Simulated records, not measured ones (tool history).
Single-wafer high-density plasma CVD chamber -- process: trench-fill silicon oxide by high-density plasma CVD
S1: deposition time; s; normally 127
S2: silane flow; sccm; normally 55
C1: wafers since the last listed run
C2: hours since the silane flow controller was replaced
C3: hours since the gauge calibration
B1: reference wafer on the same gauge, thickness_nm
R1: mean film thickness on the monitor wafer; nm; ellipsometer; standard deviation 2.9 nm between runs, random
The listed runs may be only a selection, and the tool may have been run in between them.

run    hour   S1  S2    C1      C2      C3       B1       R1
  1       0  116  55     0  1894.3  1255.6  626.136  673.385
  2    78.3  116  55   901  1972.6  1333.9   626.98  673.948
  3   160.1  116  55   941  2054.4  1415.7  627.597   678.07
  4   235.9  127  55   872  2130.2  1491.5  626.989    733.8
  5   341.7  127  55  1218    2236  1597.3  627.529  736.569
  6   434.5  127  55  1068  2328.8  1690.1  627.525  741.089
  7     498  109  49   731  2392.3  1753.6  626.927  594.674
  8   556.3  127  59   671  2450.6  1811.9  627.443  771.442
  9   595.8  138  55   454  2490.1  1851.4  627.763  803.015
 10   687.4  127  55  1054  2581.7    1943  627.255  738.896
 11   792.2  127  55  1206  2686.5  2047.8  627.704  743.739
      849.8  -- gauge calibrated
 12   999.6  133  55  2388  2893.9   149.8  627.278   777.58
 13  1049.3  133  55   572  2943.6   199.5  627.293  774.125
 14    1117  106  59   779  3011.3   267.2  627.311  639.583
 15  1183.4  113  46   764  3077.7   333.6  626.663  599.879
 16  1290.4  106  50  1232  3184.7   440.6  627.309  585.088
     1334.6  -- silane flow controller replaced
 17  1383.1  113  51   975    48.5   533.3  627.439  586.001
 18  1452.9  127  55   803   118.3   603.1  626.422  684.813
 19  1531.6  136  50   906     197   681.8  627.472  704.842
 20  1606.9  104  49   867   272.3   757.1  627.404  528.139
 21  1666.4  127  55   685   331.8   816.6  626.884  691.495
 22  1704.3  114  48   436   369.7   854.5  626.649  577.254
     1729.9  -- silane flow controller replaced, repeated, since the last time left the tool worse
 23  1745.9  127  55   386      16   896.1   627.14  722.853
 24    1782  139  55   415    52.1   932.2  626.895   789.16
 25  1886.3  127  50  1200   156.4  1036.5  627.465  683.595
 26  1958.9  147  48   835     229  1109.1   627.34  776.902
 27  2074.3  127  55  1328   344.4  1224.5  626.602  725.749

Branching from run 27: 3 alternative next runs. What would each branch give?
  A  2074.7  127  55   4  344.8  1224.9   ?   ?
  B  2074.7  142  50   4  344.8  1224.9   ?   ?
  C  2074.7  143  55   4  344.8  1224.9   ?   ?

run       B1       R1
  A  626.668  727.006
  B  626.668  768.699
  C  626.668  818.597
Take away the tool's hidden state, keep each run's random variation, and the runs would have read:
run       R1
  A  721.613
  B  762.997
  C  812.525
